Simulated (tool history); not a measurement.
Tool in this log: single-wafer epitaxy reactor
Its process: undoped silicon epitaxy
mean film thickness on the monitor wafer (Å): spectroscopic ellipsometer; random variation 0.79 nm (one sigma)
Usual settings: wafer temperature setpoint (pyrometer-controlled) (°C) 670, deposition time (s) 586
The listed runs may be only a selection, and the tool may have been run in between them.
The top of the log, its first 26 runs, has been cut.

| run | day | wafer temperature setpoint (pyrometer-controlled) (°C) | deposition time (s) | wafers since the last listed run | hours since the last pyrometer calibration | hours since the gauge calibration | read-back reference wafer on the same gauge, thickness_nm | mean film thickness on the monitor wafer (Å) |
|---|---|---|---|---|---|---|---|---|
| 27 | 73.096 | 670 | 698 | 333 | 448.9 | 3848.8 | 158.869 | 1665.95 |
| 28 | 76.942 | 659 | 586 | 402 | 541.2 | 3941.1 | 159.176 | 1130.38 |
| 29 | 79.642 | 656 | 510 | 282 | 606 | 4005.9 | 158.951 | 940.13 |
| 30 | 81.188 | 683 | 513 | 161 | 643.1 | 4043 | 158.951 | 1566.06 |
| 31 | 85.546 | 684 | 498 | 456 | 747.7 | 4147.6 | 158.993 | 1545.12 |
| 32 | 89.154 | 657 | 586 | 377 | 834.3 | 4234.2 | 159.113 | 1097.39 |
| 33 | 91.2 | 670 | 586 | 214 | 883.4 | 4283.3 | 159.271 | 1411 |
|  | 91.55 | gauge calibrated |
| 34 | 94.45 | 685 | 665 | 340 | 961.4 | 69.6 | 159.111 | 2130.15 |
| 35 | 98.725 | 670 | 680 | 447 | 1064 | 172.2 | 158.862 | 1627.65 |
| 36 | 101.583 | 670 | 586 | 299 | 1132.6 | 240.8 | 158.707 | 1400.36 |
| 37 | 103.575 | 664 | 658 | 208 | 1180.4 | 288.6 | 159.044 | 1421.14 |
| 38 | 106.146 | 666 | 659 | 269 | 1242.1 | 350.3 | 158.976 | 1476.62 |
| 39 | 108.675 | 670 | 551 | 264 | 1302.8 | 411 | 159.273 | 1332.05 |
| 40 | 110.975 | 662 | 521 | 240 | 1358 | 466.2 | 158.753 | 1096.46 |
| 41 | 115.192 | 660 | 685 | 441 | 1459.2 | 567.4 | 159.113 | 1381.24 |
| 42 | 119.308 | 662 | 697 | 430 | 1558 | 666.2 | 158.957 | 1467.67 |
| 43 | 121.517 | 670 | 586 | 231 | 1611 | 719.2 | 158.97 | 1422.9 |
| 44 | 124.496 | 659 | 497 | 311 | 1682.5 | 790.7 | 158.878 | 969.39 |
| 45 | 128.938 | 670 | 586 | 465 | 1789.1 | 897.3 | 159.003 | 1427.83 |
| 46 | 132.771 | 665 | 507 | 401 | 1881.1 | 989.3 | 159.182 | 1129.99 |
| 47 | 136.925 | 670 | 680 | 434 | 1980.8 | 1089 | 159.19 | 1656.95 |

What if the next run were any one of these 3? Each begins from the tool's condition after run 47:
| A | 136.95 | 670 | 586 | 2 | 1981.4 | 1089.6 | ? | ? |
| B | 136.95 | 677 | 586 | 2 | 1981.4 | 1089.6 | ? | ? |
| C | 136.95 | 666 | 639 | 2 | 1981.4 | 1089.6 | ? | ? |

| run | read-back reference wafer on the same gauge, thickness_nm | mean film thickness on the monitor wafer (Å) |
|---|---|---|
| A | 158.993 | 1423.84 |
| B | 158.993 | 1617.18 |
| C | 158.993 | 1442.58 |
Without the tool's unlogged condition, the same runs would have read:
| run | mean film thickness on the monitor wafer (Å) |
|---|---|
| A | 1378.32 |
| B | 1566.14 |
| C | 1396.12 |
